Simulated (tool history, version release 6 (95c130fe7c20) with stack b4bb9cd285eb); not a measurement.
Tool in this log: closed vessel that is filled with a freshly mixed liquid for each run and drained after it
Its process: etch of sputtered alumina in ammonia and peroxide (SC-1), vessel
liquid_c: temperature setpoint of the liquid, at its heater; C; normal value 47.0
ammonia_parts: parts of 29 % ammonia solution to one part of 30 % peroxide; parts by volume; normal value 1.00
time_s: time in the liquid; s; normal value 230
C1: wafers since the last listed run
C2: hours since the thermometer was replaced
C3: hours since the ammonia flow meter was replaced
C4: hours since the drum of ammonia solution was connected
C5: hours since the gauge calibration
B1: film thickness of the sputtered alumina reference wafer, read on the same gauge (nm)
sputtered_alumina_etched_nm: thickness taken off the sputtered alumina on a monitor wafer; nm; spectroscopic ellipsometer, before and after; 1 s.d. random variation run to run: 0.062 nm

{"run": 1, "hour": 0.0, "liquid_c": 43.5, "ammonia_parts": 1.0, "time_s": 230, "C1": 0, "C2": 2317.4, "C3": 2205.3, "C4": 581.7, "C5": 1188.3, "B1": 150.0, "sputtered_alumina_etched_nm": 10.75}
{"hour": 3.5, "done": "gauge calibrated"}
{"hour": 11.6, "done": "ammonia flow meter replaced"}
{"run": 2, "hour": 35.2, "liquid_c": 47.0, "ammonia_parts": 1.0, "time_s": 230, "C1": 2486, "C2": 2352.6, "C3": 23.6, "C4": 616.9, "C5": 31.7, "B1": 149.99, "sputtered_alumina_etched_nm": 12.99}
{"run": 3, "hour": 59.6, "liquid_c": 47.0, "ammonia_parts": 1.0, "time_s": 230, "C1": 1774, "C2": 2377.0, "C3": 48.0, "C4": 641.3, "C5": 56.1, "B1": 149.99, "sputtered_alumina_etched_nm": 13.08}
{"run": 4, "hour": 76.3, "liquid_c": 54.5, "ammonia_parts": 1.0, "time_s": 175, "C1": 1214, "C2": 2393.7, "C3": 64.7, "C4": 658.0, "C5": 72.8, "B1": 150.0, "sputtered_alumina_etched_nm": 14.86}
{"run": 5, "hour": 167.9, "liquid_c": 40.5, "ammonia_parts": 0.65, "time_s": 230, "C1": 6660, "C2": 2485.3, "C3": 156.3, "C4": 749.6, "C5": 164.4, "B1": 149.99, "sputtered_alumina_etched_nm": 8.63}
{"run": 6, "hour": 185.8, "liquid_c": 47.0, "ammonia_parts": 1.0, "time_s": 230, "C1": 1301, "C2": 2503.2, "C3": 174.2, "C4": 767.5, "C5": 182.3, "B1": 150.02, "sputtered_alumina_etched_nm": 12.97}
{"run": 7, "hour": 221.5, "liquid_c": 44.5, "ammonia_parts": 0.8, "time_s": 165, "C1": 2595, "C2": 2538.9, "C3": 209.9, "C4": 803.2, "C5": 218.0, "B1": 150.01, "sputtered_alumina_etched_nm": 7.9}
{"run": 8, "hour": 243.3, "liquid_c": 38.0, "ammonia_parts": 0.85, "time_s": 300, "C1": 1585, "C2": 2560.7, "C3": 231.7, "C4": 825.0, "C5": 239.8, "B1": 149.99, "sputtered_alumina_etched_nm": 9.96}
{"run": 9, "hour": 264.7, "liquid_c": 47.0, "ammonia_parts": 1.0, "time_s": 285, "C1": 1556, "C2": 2582.1, "C3": 253.1, "C4": 846.4, "C5": 261.2, "B1": 149.99, "sputtered_alumina_etched_nm": 16.19}
{"hour": 279.9, "done": "new drum of ammonia solution connected"}
{"run": 10, "hour": 290.2, "liquid_c": 51.5, "ammonia_parts": 1.0, "time_s": 150, "C1": 1781, "C2": 2607.6, "C3": 278.6, "C4": 10.3, "C5": 286.7, "B1": 149.99, "sputtered_alumina_etched_nm": 10.92}
{"hour": 320.0, "done": "thermometer replaced"}
{"run": 11, "hour": 324.4, "liquid_c": 38.5, "ammonia_parts": 0.55, "time_s": 350, "C1": 2414, "C2": 4.4, "C3": 312.8, "C4": 44.5, "C5": 320.9, "B1": 150.0, "sputtered_alumina_etched_nm": 11.45}
{"run": 12, "hour": 359.5, "liquid_c": 51.5, "ammonia_parts": 1.0, "time_s": 150, "C1": 2552, "C2": 39.5, "C3": 347.9, "C4": 79.6, "C5": 356.0, "B1": 150.0, "sputtered_alumina_etched_nm": 10.82}
{"run": 13, "hour": 384.5, "liquid_c": 52.5, "ammonia_parts": 1.0, "time_s": 230, "C1": 1817, "C2": 64.5, "C3": 372.9, "C4": 104.6, "C5": 381.0, "B1": 150.01, "sputtered_alumina_etched_nm": 17.85}
{"run": 14, "hour": 438.8, "liquid_c": 43.5, "ammonia_parts": 0.8, "time_s": 230, "C1": 3948, "C2": 118.8, "C3": 427.2, "C4": 158.9, "C5": 435.3, "B1": 150.01, "sputtered_alumina_etched_nm": 10.42}
{"run": 15, "hour": 488.8, "liquid_c": 47.0, "ammonia_parts": 1.0, "time_s": 230, "C1": 3635, "C2": 168.8, "C3": 477.2, "C4": 208.9, "C5": 485.3, "B1": 150.01, "sputtered_alumina_etched_nm": 13.14}
{"run": 16, "hour": 524.2, "liquid_c": 51.5, "ammonia_parts": 1.0, "time_s": 230, "C1": 2574, "C2": 204.2, "C3": 512.6, "C4": 244.3, "C5": 520.7, "B1": 149.99, "sputtered_alumina_etched_nm": 16.85}
{"run": 17, "hour": 548.7, "liquid_c": 51.5, "ammonia_parts": 1.0, "time_s": 230, "C1": 1781, "C2": 228.7, "C3": 537.1, "C4": 268.8, "C5": 545.2, "B1": 149.99, "sputtered_alumina_etched_nm": 16.7}
{"run": 18, "hour": 576.6, "liquid_c": 41.5, "ammonia_parts": 1.2, "time_s": 280, "C1": 2028, "C2": 256.6, "C3": 565.0, "C4": 296.7, "C5": 573.1, "B1": 149.99, "sputtered_alumina_etched_nm": 11.79}
{"run": 19, "hour": 596.0, "liquid_c": 47.0, "ammonia_parts": 1.0, "time_s": 230, "C1": 1410, "C2": 276.0, "C3": 584.4, "C4": 316.1, "C5": 592.5, "B1": 150.0, "sputtered_alumina_etched_nm": 12.88}
{"run": 20, "hour": 619.3, "liquid_c": 47.0, "ammonia_parts": 1.0, "time_s": 230, "C1": 1694, "C2": 299.3, "C3": 607.7, "C4": 339.4, "C5": 615.8, "B1": 150.01, "sputtered_alumina_etched_nm": 12.95}
{"run": 21, "hour": 651.6, "liquid_c": 50.0, "ammonia_parts": 0.7, "time_s": 230, "C1": 2348, "C2": 331.6, "C3": 640.0, "C4": 371.7, "C5": 648.1, "B1": 149.99, "sputtered_alumina_etched_nm": 14.94}
{"run": 22, "hour": 677.4, "liquid_c": 47.0, "ammonia_parts": 1.2, "time_s": 355, "C1": 1876, "C2": 357.4, "C3": 665.8, "C4": 397.5, "C5": 673.9, "B1": 150.0, "sputtered_alumina_etched_nm": 20.41}
{"run": 23, "hour": 712.6, "liquid_c": 47.0, "ammonia_parts": 1.0, "time_s": 280, "C1": 2559, "C2": 392.6, "C3": 701.0, "C4": 432.7, "C5": 709.1, "B1": 150.01, "sputtered_alumina_etched_nm": 15.85}
{"run": 24, "hour": 736.9, "liquid_c": 47.0, "ammonia_parts": 1.0, "time_s": 230, "C1": 1766, "C2": 416.9, "C3": 725.3, "C4": 457.0, "C5": 733.4, "B1": 150.0, "sputtered_alumina_etched_nm": 13.01}
{"run": 25, "hour": 751.9, "liquid_c": 57.0, "ammonia_parts": 1.0, "time_s": 230, "C1": 1090, "C2": 431.9, "C3": 740.3, "C4": 472.0, "C5": 748.4, "B1": 150.0, "sputtered_alumina_etched_nm": 22.41}
{"run": 26, "hour": 773.4, "liquid_c": 41.0, "ammonia_parts": 1.2, "time_s": 230, "C1": 1563, "C2": 453.4, "C3": 761.8, "C4": 493.5, "C5": 769.9, "B1": 149.99, "sputtered_alumina_etched_nm": 9.42}
{"run": 27, "hour": 878.2, "liquid_c": 47.0, "ammonia_parts": 1.0, "time_s": 230, "C1": 7620, "C2": 558.2, "C3": 866.6, "C4": 598.3, "C5": 874.7, "B1": 150.0, "sputtered_alumina_etched_nm": 12.95}
{"run": 28, "hour": 957.2, "liquid_c": 47.0, "ammonia_parts": 1.0, "time_s": 230, "C1": 5744, "C2": 637.2, "C3": 945.6, "C4": 677.3, "C5": 953.7, "B1": 149.99, "sputtered_alumina_etched_nm": 13.03}

Give the tool's hidden conditions for every run:
liquid colder than its thermometer reads (K): 0 at every run
ammonia flow below the setpoint (%): 0 at every run
ammonia solution weaker than its label (%): 0 at every run
gauge reads high (%): 0 at every run
